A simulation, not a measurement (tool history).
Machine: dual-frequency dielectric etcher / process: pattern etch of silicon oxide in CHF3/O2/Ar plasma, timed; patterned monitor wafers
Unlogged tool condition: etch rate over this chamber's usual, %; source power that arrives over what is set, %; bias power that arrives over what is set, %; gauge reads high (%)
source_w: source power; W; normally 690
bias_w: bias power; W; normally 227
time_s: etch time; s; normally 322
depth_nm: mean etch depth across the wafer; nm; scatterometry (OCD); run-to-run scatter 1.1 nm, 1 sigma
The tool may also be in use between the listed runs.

run   hour  source_w  bias_w  time_s  wafers since the last listed run  hours since the last wet clean  hours since the last source power generator calibration  hours since the last bias power generator calibration  hours since the last upper electrode change  hours since the gauge calibration  read-back reference wafer on the same gauge, depth_nm  depth_nm
  1      0       640     227     322                                 0                           404.8                                                   2651.4                                                 4275.1                                       3287.1                                157                                                  770.6     666.4
  2   13.9       580     247     322                                97                           418.7                                                   2665.3                                                   4289                                         3301                              170.9                                                  771.3     666.3
  3   30.1       580     247     322                               113                           434.9                                                   2681.5                                                 4305.2                                       3317.2                              187.1                                                  771.7     667.2
      31.1  -- gauge calibrated
  4   75.5       580     247     322                               317                           480.3                                                   2726.9                                                 4350.6                                       3362.6                               44.4                                                  770.9     664.5
  5   84.7       690     227     273                                64                           489.5                                                   2736.1                                                 4359.8                                       3371.8                               53.6                                                  771.3     577.6
  6   92.7       790     227     322                                56                           497.5                                                   2744.1                                                 4367.8                                       3379.8                               61.6                                                  771.3     715.5
  7  101.3       790     227     322                                60                           506.1                                                   2752.7                                                 4376.4                                       3388.4                               70.2                                                  770.9     714.7
     110.1  -- bias power generator calibrated
     112.4  -- source power generator calibrated
  8  112.9       690     250     322                                36                           517.7                                                      0.5                                                    2.8                                         3400                               81.8                                                  770.8     710.7
  9  126.8       690     250     322                                97                           531.6                                                     14.4                                                   16.7                                       3413.9                               95.7                                                  770.4     709.7
 10  137.2       690     227     322                                72                             542                                                     24.8                                                   27.1                                       3424.3                              106.1                                                    771       680
 11  153.6       690     227     322                               114                           558.4                                                     41.2                                                   43.5                                       3440.7                              122.5                                                  771.5     677.7
 12  170.5       620     179   391.5                               118                           575.3                                                     58.1                                                   60.4                                       3457.6                              139.4                                                  771.5     707.9
 13  179.4       520     227     371                                62                           584.2                                                       67                                                   69.3                                       3466.5                              148.3                                                    771     705.3
     215.4  -- upper electrode replaced
     223.2  -- wet clean of the chamber
 14  223.7       690     227   283.5                                87                             0.5                                                    111.3                                                  113.6                                          8.3                              192.6                                                  770.8     617.8
 15  224.1       690     227     322                                 2                             0.9                                                    111.7                                                    114                                          8.7                                193                                                  771.7     701.7
 16  257.9       850     262   229.5                               236                            34.7                                                    145.5                                                  147.8                                         42.5                              226.8                                                  770.7     574.6
     258.6  -- gauge calibrated
 17  272.3       740     257     322                               100                            49.1                                                    159.9                                                  162.2                                         56.9                               13.7                                                  770.6     759.6
 18  286.6       690     250     354                               100                            63.4                                                    174.2                                                  176.5                                         71.2                                 28                                                  771.2     802.9
 19  298.5       690     179     410                                83                            75.3                                                    186.1                                                  188.4                                         83.1                               39.9                                                  770.8     797.6
 20  307.5       770     182     322                                63                            84.3                                                    195.1                                                  197.4                                         92.1                               48.9                                                  771.4     656.1
 21  325.3       600     265     322                               124                           102.1                                                    212.9                                                  215.2                                        109.9                               66.7                                                  771.1     711.1
 22    333       690     227     322                                53                           109.8                                                    220.6                                                  222.9                                        117.6                               74.4                                                  770.7     696.4
 23  350.1       790     227     322                               119                           126.9                                                    237.7                                                    240                                        134.7                               91.5                                                  770.4     731.4

Had the tool no unlogged condition, and each run kept its random variation, what would the results have been?
run  depth_nm
  1     684.5
  2       685
  3     686.5
  4     685.4
  5       596
  6     738.7
  7     738.2
  8     734.5
  9       734
 10     703.7
 11       702
 12     733.9
 13     731.5
 14     618.9
 15       703
 16     576.6
 17     762.8
 18     806.9
 19     802.1
 20     660.1
 21     716.2
 22     701.7
 23     737.6
